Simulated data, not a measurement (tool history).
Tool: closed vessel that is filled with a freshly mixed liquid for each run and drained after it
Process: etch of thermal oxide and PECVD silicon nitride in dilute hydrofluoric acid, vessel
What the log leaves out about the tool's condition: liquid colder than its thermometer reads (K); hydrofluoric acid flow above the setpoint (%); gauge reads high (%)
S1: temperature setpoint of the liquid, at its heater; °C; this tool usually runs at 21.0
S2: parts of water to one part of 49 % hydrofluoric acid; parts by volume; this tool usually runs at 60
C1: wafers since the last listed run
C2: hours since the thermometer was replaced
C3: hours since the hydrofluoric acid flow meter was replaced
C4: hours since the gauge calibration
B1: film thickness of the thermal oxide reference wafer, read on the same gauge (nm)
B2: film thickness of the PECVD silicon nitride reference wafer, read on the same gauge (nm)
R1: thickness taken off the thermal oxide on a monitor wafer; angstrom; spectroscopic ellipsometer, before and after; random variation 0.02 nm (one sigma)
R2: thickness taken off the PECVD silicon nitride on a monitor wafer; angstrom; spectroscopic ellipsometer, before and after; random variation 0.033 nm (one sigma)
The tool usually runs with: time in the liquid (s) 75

{"run": 1, "day": 0.0, "S1": 21.0, "S2": 60, "time in the liquid (s)": 75, "C1": 0, "C2": 2673.9, "C3": 543.9, "C4": 202.8, "B1": 130.0, "B2": 100.04, "R1": 50.9, "R2": 32.79}
{"run": 2, "day": 0.471, "S1": 21.0, "S2": 60, "time in the liquid (s)": 75, "C1": 1017, "C2": 2685.2, "C3": 555.2, "C4": 214.1, "B1": 130.01, "B2": 100.017, "R1": 50.8, "R2": 33.18}
{"run": 3, "day": 0.854, "S1": 21.0, "S2": 60, "time in the liquid (s)": 75, "C1": 828, "C2": 2694.4, "C3": 564.4, "C4": 223.3, "B1": 130.0, "B2": 99.984, "R1": 50.8, "R2": 32.72}
{"run": 4, "day": 1.242, "S1": 21.0, "S2": 60, "time in the liquid (s)": 75, "C1": 837, "C2": 2703.7, "C3": 573.7, "C4": 232.6, "B1": 130.0, "B2": 100.024, "R1": 51.0, "R2": 32.63}
{"day": 1.296, "done": "gauge calibrated"}
{"run": 5, "day": 1.5, "S1": 21.0, "S2": 60, "time in the liquid (s)": 75, "C1": 558, "C2": 2709.9, "C3": 579.9, "C4": 4.9, "B1": 130.0, "B2": 99.98, "R1": 50.9, "R2": 32.48}
{"run": 6, "day": 1.775, "S1": 21.0, "S2": 60, "time in the liquid (s)": 75, "C1": 594, "C2": 2716.5, "C3": 586.5, "C4": 11.5, "B1": 129.99, "B2": 99.954, "R1": 51.1, "R2": 32.84}
{"run": 7, "day": 2.479, "S1": 21.0, "S2": 60, "time in the liquid (s)": 75, "C1": 1521, "C2": 2733.4, "C3": 603.4, "C4": 28.4, "B1": 129.99, "B2": 100.017, "R1": 51.0, "R2": 32.35}
{"day": 2.812, "done": "thermometer replaced"}
{"run": 8, "day": 2.954, "S1": 21.0, "S2": 60, "time in the liquid (s)": 75, "C1": 936, "C2": 3.4, "C3": 614.8, "C4": 39.8, "B1": 130.0, "B2": 100.023, "R1": 56.7, "R2": 38.45}
{"run": 9, "day": 3.329, "S1": 24.5, "S2": 60, "time in the liquid (s)": 115, "C1": 810, "C2": 12.4, "C3": 623.8, "C4": 48.8, "B1": 130.0, "B2": 99.959, "R1": 99.7, "R2": 74.12}
{"run": 10, "day": 3.662, "S1": 24.5, "S2": 50, "time in the liquid (s)": 65, "C1": 720, "C2": 20.4, "C3": 631.8, "C4": 56.8, "B1": 130.0, "B2": 100.004, "R1": 68.3, "R2": 50.55}
{"run": 11, "day": 4.396, "S1": 21.0, "S2": 60, "time in the liquid (s)": 75, "C1": 1584, "C2": 38.0, "C3": 649.4, "C4": 74.4, "B1": 130.01, "B2": 99.984, "R1": 56.4, "R2": 38.83}
{"run": 12, "day": 4.671, "S1": 21.0, "S2": 60, "time in the liquid (s)": 75, "C1": 594, "C2": 44.6, "C3": 656.0, "C4": 81.0, "B1": 129.98, "B2": 99.999, "R1": 56.6, "R2": 38.08}
{"run": 13, "day": 5.054, "S1": 21.0, "S2": 70, "time in the liquid (s)": 75, "C1": 828, "C2": 53.8, "C3": 665.2, "C4": 90.2, "B1": 129.99, "B2": 99.934, "R1": 47.9, "R2": 33.41}
{"run": 14, "day": 5.721, "S1": 24.0, "S2": 60, "time in the liquid (s)": 95, "C1": 1440, "C2": 69.8, "C3": 681.2, "C4": 106.2, "B1": 129.99, "B2": 99.996, "R1": 80.8, "R2": 60.09}
{"run": 15, "day": 6.133, "S1": 18.0, "S2": 60, "time in the liquid (s)": 75, "C1": 891, "C2": 79.7, "C3": 691.1, "C4": 116.1, "B1": 129.99, "B2": 100.027, "R1": 49.6, "R2": 31.01}
{"run": 16, "day": 6.462, "S1": 21.0, "S2": 60, "time in the liquid (s)": 75, "C1": 711, "C2": 87.6, "C3": 699.0, "C4": 124.0, "B1": 129.99, "B2": 99.972, "R1": 56.4, "R2": 38.05}
{"run": 17, "day": 7.179, "S1": 23.0, "S2": 45, "time in the liquid (s)": 75, "C1": 1548, "C2": 104.8, "C3": 716.2, "C4": 141.2, "B1": 130.0, "B2": 99.971, "R1": 83.9, "R2": 58.62}
{"run": 18, "day": 7.458, "S1": 21.0, "S2": 35, "time in the liquid (s)": 75, "C1": 603, "C2": 111.5, "C3": 722.9, "C4": 147.9, "B1": 130.01, "B2": 100.017, "R1": 99.5, "R2": 64.82}
{"day": 7.767, "done": "hydrofluoric acid flow meter replaced"}
{"run": 19, "day": 7.938, "S1": 21.0, "S2": 60, "time in the liquid (s)": 90, "C1": 945, "C2": 123.0, "C3": 4.1, "C4": 159.4, "B1": 130.01, "B2": 100.006, "R1": 65.3, "R2": 44.66}
{"run": 20, "day": 8.358, "S1": 21.0, "S2": 60, "time in the liquid (s)": 75, "C1": 909, "C2": 133.1, "C3": 14.2, "C4": 169.5, "B1": 129.99, "B2": 100.008, "R1": 54.4, "R2": 36.41}
{"run": 21, "day": 8.733, "S1": 25.5, "S2": 50, "time in the liquid (s)": 100, "C1": 810, "C2": 142.1, "C3": 23.2, "C4": 178.5, "B1": 130.01, "B2": 100.008, "R1": 106.2, "R2": 80.96}
{"run": 22, "day": 9.442, "S1": 21.0, "S2": 75, "time in the liquid (s)": 75, "C1": 1530, "C2": 159.1, "C3": 40.2, "C4": 195.5, "B1": 130.0, "B2": 100.004, "R1": 42.7, "R2": 29.92}
{"run": 23, "day": 9.804, "S1": 23.5, "S2": 60, "time in the liquid (s)": 75, "C1": 783, "C2": 167.8, "C3": 48.9, "C4": 204.2, "B1": 130.01, "B2": 100.015, "R1": 60.5, "R2": 44.23}
{"run": 24, "day": 10.296, "S1": 21.0, "S2": 85, "time in the liquid (s)": 75, "C1": 1062, "C2": 179.6, "C3": 60.7, "C4": 216.0, "B1": 129.99, "B2": 100.004, "R1": 37.3, "R2": 26.56}
{"run": 25, "day": 10.575, "S1": 21.0, "S2": 90, "time in the liquid (s)": 75, "C1": 603, "C2": 186.3, "C3": 67.4, "C4": 222.7, "B1": 129.98, "B2": 99.965, "R1": 35.1, "R2": 25.36}
{"run": 26, "day": 11.125, "S1": 24.0, "S2": 75, "time in the liquid (s)": 60, "C1": 1188, "C2": 199.5, "C3": 80.6, "C4": 235.9, "B1": 130.01, "B2": 100.023, "R1": 38.5, "R2": 28.93}

Describe how what the log doesn't record of the tool's condition differs between the last listed run preceding each entry between runs and the first listed run following it.
From run 4 to run 5: gauge calibrated (day 1.296)
  liquid colder than its thermometer reads (K): 2.4 -> 2.41; hydrofluoric acid flow above the setpoint (%): 2.71 -> 2.74
  difference, measured minus the result without the unlogged condition, R1: -3.8 -> -3.9 angstrom; R2: -4.92 -> -4.91 angstrom
From run 7 to run 8: thermometer replaced (day 2.812)
  liquid colder than its thermometer reads (K): 2.43 -> 0.0975; hydrofluoric acid flow above the setpoint (%): 2.84 -> 2.9
  difference, measured minus the result without the unlogged condition, R1: -3.9 -> +1.5 angstrom; R2: -4.90 -> +0.80 angstrom
From run 18 to run 19: hydrofluoric acid flow meter replaced (day 7.767)
  liquid colder than its thermometer reads (K): 0.191 -> 0.201; hydrofluoric acid flow above the setpoint (%): 3.38 -> 0.0973
  difference, measured minus the result without the unlogged condition, R1: +2.5 -> -0.5 angstrom; R2: +1.21 -> -0.58 angstrom
